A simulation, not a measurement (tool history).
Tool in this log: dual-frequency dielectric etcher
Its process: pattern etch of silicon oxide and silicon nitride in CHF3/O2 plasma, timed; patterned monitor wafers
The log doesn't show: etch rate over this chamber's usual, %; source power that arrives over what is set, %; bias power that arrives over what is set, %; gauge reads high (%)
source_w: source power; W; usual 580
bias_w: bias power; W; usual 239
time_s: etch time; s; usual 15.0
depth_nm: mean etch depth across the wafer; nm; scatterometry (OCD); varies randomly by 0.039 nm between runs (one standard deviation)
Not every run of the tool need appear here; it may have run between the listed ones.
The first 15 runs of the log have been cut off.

run   hour  source_w  bias_w  time_s  wafers since the last listed run  hours since the last wet clean  hours since the last source power generator calibration  hours since the last bias power generator calibration  hours since the last upper electrode change  hours since the gauge calibration  read-back reference wafer on the same gauge, depth_nm  depth_nm
 16  363.8       660     220    15.0                               238                            64.7                                                   5066.7                                                  163.5                                       2523.6                              843.7                                                  30.30     28.70
     368.4  -- source power generator calibrated
 17  392.6       480     192    15.0                               229                            93.5                                                     24.2                                                  192.3                                       2552.4                              872.5                                                  30.30     22.45
 18  405.6       710     203    11.0                               120                           106.5                                                     37.2                                                  205.3                                       2565.4                              885.5                                                  30.30     21.16
 19  431.0       580     266    17.0                               235                           131.9                                                     62.6                                                  230.7                                       2590.8                              910.9                                                  30.29     30.59
 20  465.1       580     239    15.0                               316                           166.0                                                     96.7                                                  264.8                                       2624.9                              945.0                                                  30.31     26.45
 21  484.3       520     239    15.0                               177                           185.2                                                    115.9                                                  284.0                                       2644.1                              964.2                                                  30.31     24.73
     500.5  -- gauge calibrated
     511.8  -- upper electrode replaced
 22  512.2       490     285    12.0                                36                           213.1                                                    143.8                                                  311.9                                          0.4                               11.7                                                  30.30     19.71
 23  545.4       580     239    15.0                               307                           246.3                                                    177.0                                                  345.1                                         33.6                               44.9                                                  30.30     26.51
 24  563.9       670     269    12.0                               171                           264.8                                                    195.5                                                  363.6                                         52.1                               63.4                                                  30.30     23.63
 25  589.8       580     271    19.0                               240                           290.7                                                    221.4                                                  389.5                                         78.0                               89.3                                                  30.31     34.44
 26  612.9       630     260    15.0                               214                           313.8                                                    244.5                                                  412.6                                        101.1                              112.4                                                  30.30     28.34
 27  640.0       580     239    15.0                               251                           340.9                                                    271.6                                                  439.7                                        128.2                              139.5                                                  30.31     26.57
 28  667.0       660     214    17.5                               250                           367.9                                                    298.6                                                  466.7                                        155.2                              166.5                                                  30.30     32.91
 29  698.3       450     222    13.0                               290                           399.2                                                    329.9                                                  498.0                                        186.5                              197.8                                                  30.30     19.29
     732.8  -- wet clean of the chamber
 30  733.3       530     259    13.5                               101                             0.5                                                    364.9                                                  533.0                                        221.5                              232.8                                                  30.30     22.82

Each row is a separate what-if for the run after 30, all from the same tool condition, not one after another. Results?
  A  733.7       580     239    15.0                                 3                             0.9                                                    365.3                                                  533.4                                        221.9                              233.2                                                      ?         ?
  B  733.7       580     278    15.0                                 3                             0.9                                                    365.3                                                  533.4                                        221.9                              233.2                                                      ?         ?
  C  733.7       660     205    15.0                                 3                             0.9                                                    365.3                                                  533.4                                        221.9                              233.2                                                      ?         ?
  D  733.7       530     187    11.5                                 3                             0.9                                                    365.3                                                  533.4                                        221.9                              233.2                                                      ?         ?

run  read-back reference wafer on the same gauge, depth_nm  depth_nm
  A                                                  30.29     26.44
  B                                                  30.29     27.24
  C                                                  30.29     27.76
  D                                                  30.29     18.35
Stripped of hidden state, with their random variation kept, the same runs would have yielded:
run  depth_nm
  A     26.23
  B     27.02
  C     27.53
  D     18.21
